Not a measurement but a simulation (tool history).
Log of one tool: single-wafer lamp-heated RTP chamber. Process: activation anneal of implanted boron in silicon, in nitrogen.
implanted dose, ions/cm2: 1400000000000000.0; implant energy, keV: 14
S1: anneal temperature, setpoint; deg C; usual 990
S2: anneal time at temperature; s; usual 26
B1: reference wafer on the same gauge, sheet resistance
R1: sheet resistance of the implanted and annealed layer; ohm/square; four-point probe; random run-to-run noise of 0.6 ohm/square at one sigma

| run | day | S1 | S2 | B1 | R1 |
|---|---|---|---|---|---|
| 1 | 0.000 | 990 | 26 | 111.09 | 104.62 |
|  | 1.554 | pyrometer window cleaned and pyrometer calibrated |
| 2 | 2.433 | 970 | 26 | 110.78 | 116.71 |
| 3 | 6.888 | 990 | 26 | 111.02 | 103.51 |
| 4 | 8.667 | 990 | 15 | 110.84 | 104.92 |
| 5 | 12.296 | 990 | 15 | 111.16 | 105.96 |
|  | 13.367 | pyrometer window cleaned and pyrometer calibrated |
| 6 | 14.917 | 971 | 26 | 111.09 | 111.71 |
| 7 | 16.954 | 1011 | 37 | 111.05 | 95.16 |
| 8 | 20.992 | 990 | 26 | 111.19 | 101.98 |
| 9 | 23.575 | 990 | 26 | 110.93 | 101.71 |
|  | 24.871 | pyrometer window cleaned and pyrometer calibrated |
| 10 | 27.671 | 990 | 26 | 110.67 | 101.97 |
|  | 29.254 | reflector plate cleaned |
| 11 | 30.621 | 1017 | 39 | 111.12 | 95.56 |
|  | 33.125 | gauge calibrated |
| 12 | 33.758 | 990 | 26 | 111.04 | 104.13 |
| 13 | 35.433 | 1002 | 38 | 111.04 | 98.62 |
|  | 35.979 | pyrometer window cleaned and pyrometer calibrated |
| 14 | 38.188 | 990 | 26 | 111.07 | 102.55 |
| 15 | 39.712 | 1011 | 37 | 110.78 | 95.37 |
| 16 | 41.775 | 1017 | 17 | 111.08 | 97.19 |
| 17 | 45.904 | 1005 | 18 | 111.12 | 99.08 |
|  | 47.738 | pyrometer window cleaned and pyrometer calibrated |
| 18 | 48.225 | 1016 | 38 | 111.10 | 93.57 |
| 19 | 50.117 | 961 | 19 | 111.44 | 121.70 |
| 20 | 52.588 | 990 | 26 | 111.05 | 101.76 |

4 ways to go on from here, each from the tool as it stands after run 20. What would each give?
| A | 52.604 | 990 | 26 | ? | ? |
| B | 52.604 | 1008 | 21 | ? | ? |
| C | 52.604 | 973 | 26 | ? | ? |
| D | 52.604 | 990 | 22 | ? | ? |

| run | B1 | R1 |
|---|---|---|
| A | 110.94 | 103.05 |
| B | 110.94 | 98.52 |
| C | 110.94 | 111.20 |
| D | 110.94 | 103.83 |
Stripped of hidden state, with their random variation kept, the same runs would have yielded:
| run | R1 |
|---|---|
| A | 106.41 |
| B | 100.70 |
| C | 116.82 |
| D | 107.35 |

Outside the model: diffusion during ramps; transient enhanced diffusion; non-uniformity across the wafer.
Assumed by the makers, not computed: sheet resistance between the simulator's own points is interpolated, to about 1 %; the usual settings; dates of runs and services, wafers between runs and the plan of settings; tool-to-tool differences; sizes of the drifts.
